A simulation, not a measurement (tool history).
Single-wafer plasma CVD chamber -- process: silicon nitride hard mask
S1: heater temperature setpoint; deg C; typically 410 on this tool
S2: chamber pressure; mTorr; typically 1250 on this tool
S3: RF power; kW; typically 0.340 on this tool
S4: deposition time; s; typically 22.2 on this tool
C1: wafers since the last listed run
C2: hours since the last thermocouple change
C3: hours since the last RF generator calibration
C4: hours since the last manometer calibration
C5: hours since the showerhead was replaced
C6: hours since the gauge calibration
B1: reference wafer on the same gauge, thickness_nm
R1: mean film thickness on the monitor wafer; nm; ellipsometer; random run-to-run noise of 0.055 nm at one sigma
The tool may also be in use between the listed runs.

{"run": 1, "hour": 0.0, "S1": 410, "S2": 1250, "S3": 0.34, "S4": 22.2, "C1": 0, "C2": 2071.6, "C3": 493.0, "C4": 2318.5, "C5": 4795.8, "C6": 336.6, "B1": 22.797, "R1": 22.98}
{"run": 2, "hour": 18.0, "S1": 410, "S2": 1250, "S3": 0.34, "S4": 22.2, "C1": 470, "C2": 2089.6, "C3": 511.0, "C4": 2336.5, "C5": 4813.8, "C6": 354.6, "B1": 22.791, "R1": 23.002}
{"run": 3, "hour": 31.2, "S1": 410, "S2": 1250, "S3": 0.34, "S4": 22.2, "C1": 344, "C2": 2102.8, "C3": 524.2, "C4": 2349.7, "C5": 4827.0, "C6": 367.8, "B1": 22.779, "R1": 23.143}
{"run": 4, "hour": 57.9, "S1": 410, "S2": 1250, "S3": 0.34, "S4": 22.2, "C1": 697, "C2": 2129.5, "C3": 550.9, "C4": 2376.4, "C5": 4853.7, "C6": 394.5, "B1": 22.785, "R1": 23.093}
{"run": 5, "hour": 92.1, "S1": 410, "S2": 1250, "S3": 0.34, "S4": 22.2, "C1": 893, "C2": 2163.7, "C3": 585.1, "C4": 2410.6, "C5": 4887.9, "C6": 428.7, "B1": 22.781, "R1": 23.024}
{"run": 6, "hour": 107.3, "S1": 410, "S2": 1250, "S3": 0.34, "S4": 22.2, "C1": 396, "C2": 2178.9, "C3": 600.3, "C4": 2425.8, "C5": 4903.1, "C6": 443.9, "B1": 22.801, "R1": 22.958}
{"run": 7, "hour": 121.7, "S1": 410, "S2": 1250, "S3": 0.34, "S4": 22.2, "C1": 376, "C2": 2193.3, "C3": 614.7, "C4": 2440.2, "C5": 4917.5, "C6": 458.3, "B1": 22.81, "R1": 22.931}
{"run": 8, "hour": 136.0, "S1": 410, "S2": 1250, "S3": 0.34, "S4": 22.2, "C1": 373, "C2": 2207.6, "C3": 629.0, "C4": 2454.5, "C5": 4931.8, "C6": 472.6, "B1": 22.812, "R1": 22.966}
{"run": 9, "hour": 163.6, "S1": 410, "S2": 1250, "S3": 0.34, "S4": 22.2, "C1": 720, "C2": 2235.2, "C3": 656.6, "C4": 2482.1, "C5": 4959.4, "C6": 500.2, "B1": 22.798, "R1": 23.011}
{"run": 10, "hour": 177.1, "S1": 410, "S2": 1250, "S3": 0.34, "S4": 22.2, "C1": 352, "C2": 2248.7, "C3": 670.1, "C4": 2495.6, "C5": 4972.9, "C6": 513.7, "B1": 22.808, "R1": 22.957}
{"run": 11, "hour": 194.2, "S1": 410, "S2": 1250, "S3": 0.34, "S4": 22.2, "C1": 446, "C2": 2265.8, "C3": 687.2, "C4": 2512.7, "C5": 4990.0, "C6": 530.8, "B1": 22.807, "R1": 22.827}
{"run": 12, "hour": 258.0, "S1": 415, "S2": 1560, "S3": 0.34, "S4": 25.5, "C1": 1666, "C2": 2329.6, "C3": 751.0, "C4": 2576.5, "C5": 5053.8, "C6": 594.6, "B1": 22.804, "R1": 28.732}
{"hour": 292.5, "done": "gauge calibrated"}
{"run": 13, "hour": 293.1, "S1": 414, "S2": 1250, "S3": 0.39, "S4": 22.2, "C1": 916, "C2": 2364.7, "C3": 786.1, "C4": 2611.6, "C5": 5088.9, "C6": 0.6, "B1": 22.818, "R1": 25.222}
{"run": 14, "hour": 312.3, "S1": 416, "S2": 1130, "S3": 0.34, "S4": 22.2, "C1": 501, "C2": 2383.9, "C3": 805.3, "C4": 2630.8, "C5": 5108.1, "C6": 19.8, "B1": 22.812, "R1": 21.859}
{"run": 15, "hour": 332.4, "S1": 396, "S2": 960, "S3": 0.315, "S4": 19.6, "C1": 524, "C2": 2404.0, "C3": 825.4, "C4": 2650.9, "C5": 5128.2, "C6": 39.9, "B1": 22.796, "R1": 16.853}
{"run": 16, "hour": 350.8, "S1": 398, "S2": 950, "S3": 0.34, "S4": 21.1, "C1": 480, "C2": 2422.4, "C3": 843.8, "C4": 2669.3, "C5": 5146.6, "C6": 58.3, "B1": 22.788, "R1": 19.142}
{"run": 17, "hour": 381.3, "S1": 410, "S2": 1250, "S3": 0.34, "S4": 22.2, "C1": 796, "C2": 2452.9, "C3": 874.3, "C4": 2699.8, "C5": 5177.1, "C6": 88.8, "B1": 22.796, "R1": 22.895}
{"run": 18, "hour": 397.0, "S1": 410, "S2": 1250, "S3": 0.34, "S4": 22.2, "C1": 409, "C2": 2468.6, "C3": 890.0, "C4": 2715.5, "C5": 5192.8, "C6": 104.5, "B1": 22.793, "R1": 23.032}
{"run": 19, "hour": 415.5, "S1": 414, "S2": 1250, "S3": 0.39, "S4": 22.2, "C1": 483, "C2": 2487.1, "C3": 908.5, "C4": 2734.0, "C5": 5211.3, "C6": 123.0, "B1": 22.773, "R1": 25.309}
{"hour": 430.9, "done": "RF generator calibrated"}
{"hour": 473.5, "done": "capacitance manometer re-zeroed and calibrated"}
{"run": 20, "hour": 517.0, "S1": 410, "S2": 1160, "S3": 0.29, "S4": 19.1, "C1": 2232, "C2": 2588.6, "C3": 86.1, "C4": 43.5, "C5": 5312.8, "C6": 224.5, "B1": 22.796, "R1": 17.119}
{"run": 21, "hour": 530.6, "S1": 398, "S2": 1250, "S3": 0.34, "S4": 22.2, "C1": 355, "C2": 2602.2, "C3": 99.7, "C4": 57.1, "C5": 5326.4, "C6": 238.1, "B1": 22.811, "R1": 23.385}
{"hour": 551.1, "done": "thermocouple changed; heater temperature recalibrated"}
{"run": 22, "hour": 551.6, "S1": 406, "S2": 1250, "S3": 0.395, "S4": 22.2, "C1": 339, "C2": 0.5, "C3": 120.7, "C4": 78.1, "C5": 5347.4, "C6": 259.1, "B1": 22.772, "R1": 25.884}
{"hour": 579.0, "done": "showerhead replaced"}
{"run": 23, "hour": 582.4, "S1": 410, "S2": 1340, "S3": 0.28, "S4": 22.2, "C1": 595, "C2": 31.3, "C3": 151.5, "C4": 108.9, "C5": 3.4, "C6": 289.9, "B1": 22.8, "R1": 20.591}
{"run": 24, "hour": 608.3, "S1": 410, "S2": 1250, "S3": 0.385, "S4": 24.8, "C1": 676, "C2": 57.2, "C3": 177.4, "C4": 134.8, "C5": 29.3, "C6": 315.8, "B1": 22.807, "R1": 28.273}
{"run": 25, "hour": 621.7, "S1": 420, "S2": 1250, "S3": 0.305, "S4": 19.2, "C1": 349, "C2": 70.6, "C3": 190.8, "C4": 148.2, "C5": 42.7, "C6": 329.2, "B1": 22.817, "R1": 18.367}
{"run": 26, "hour": 706.4, "S1": 410, "S2": 1250, "S3": 0.34, "S4": 22.2, "C1": 2211, "C2": 155.3, "C3": 275.5, "C4": 232.9, "C5": 127.4, "C6": 413.9, "B1": 22.822, "R1": 23.063}
{"run": 27, "hour": 723.9, "S1": 410, "S2": 1250, "S3": 0.405, "S4": 22.2, "C1": 456, "C2": 172.8, "C3": 293.0, "C4": 250.4, "C5": 144.9, "C6": 431.4, "B1": 22.822, "R1": 26.052}
{"run": 28, "hour": 749.4, "S1": 410, "S2": 1250, "S3": 0.34, "S4": 22.2, "C1": 665, "C2": 198.3, "C3": 318.5, "C4": 275.9, "C5": 170.4, "C6": 456.9, "B1": 22.798, "R1": 23.074}
{"run": 29, "hour": 780.7, "S1": 404, "S2": 1120, "S3": 0.34, "S4": 24.0, "C1": 817, "C2": 229.6, "C3": 349.8, "C4": 307.2, "C5": 201.7, "C6": 488.2, "B1": 22.806, "R1": 23.805}

Consider 4 possible next runs. They are alternatives, not a sequence: every one starts from the tool as it was left by run 29. What does each give?
{"run": "A", "hour": 781.1, "S1": 410, "S2": 960, "S3": 0.34, "S4": 22.2, "C1": 10, "C2": 230.0, "C3": 350.2, "C4": 307.6, "C5": 202.1, "C6": 488.6, "B1": "?", "R1": "?"}
{"run": "B", "hour": 781.1, "S1": 400, "S2": 980, "S3": 0.34, "S4": 18.2, "C1": 10, "C2": 230.0, "C3": 350.2, "C4": 307.6, "C5": 202.1, "C6": 488.6, "B1": "?", "R1": "?"}
{"run": "C", "hour": 781.1, "S1": 410, "S2": 1250, "S3": 0.29, "S4": 19.5, "C1": 10, "C2": 230.0, "C3": 350.2, "C4": 307.6, "C5": 202.1, "C6": 488.6, "B1": "?", "R1": "?"}
{"run": "D", "hour": 781.1, "S1": 396, "S2": 1250, "S3": 0.34, "S4": 24.2, "C1": 10, "C2": 230.0, "C3": 350.2, "C4": 307.6, "C5": 202.1, "C6": 488.6, "B1": "?", "R1": "?"}

run=A B1=22.812 R1=20.231
run=B B1=22.812 R1=16.878
run=C B1=22.812 R1=17.899
run=D B1=22.812 R1=25.318
Had the tool no hidden state, the same runs would have come out as:
run=A R1=20.733
run=B R1=17.297
run=C R1=18.376
run=D R1=25.946
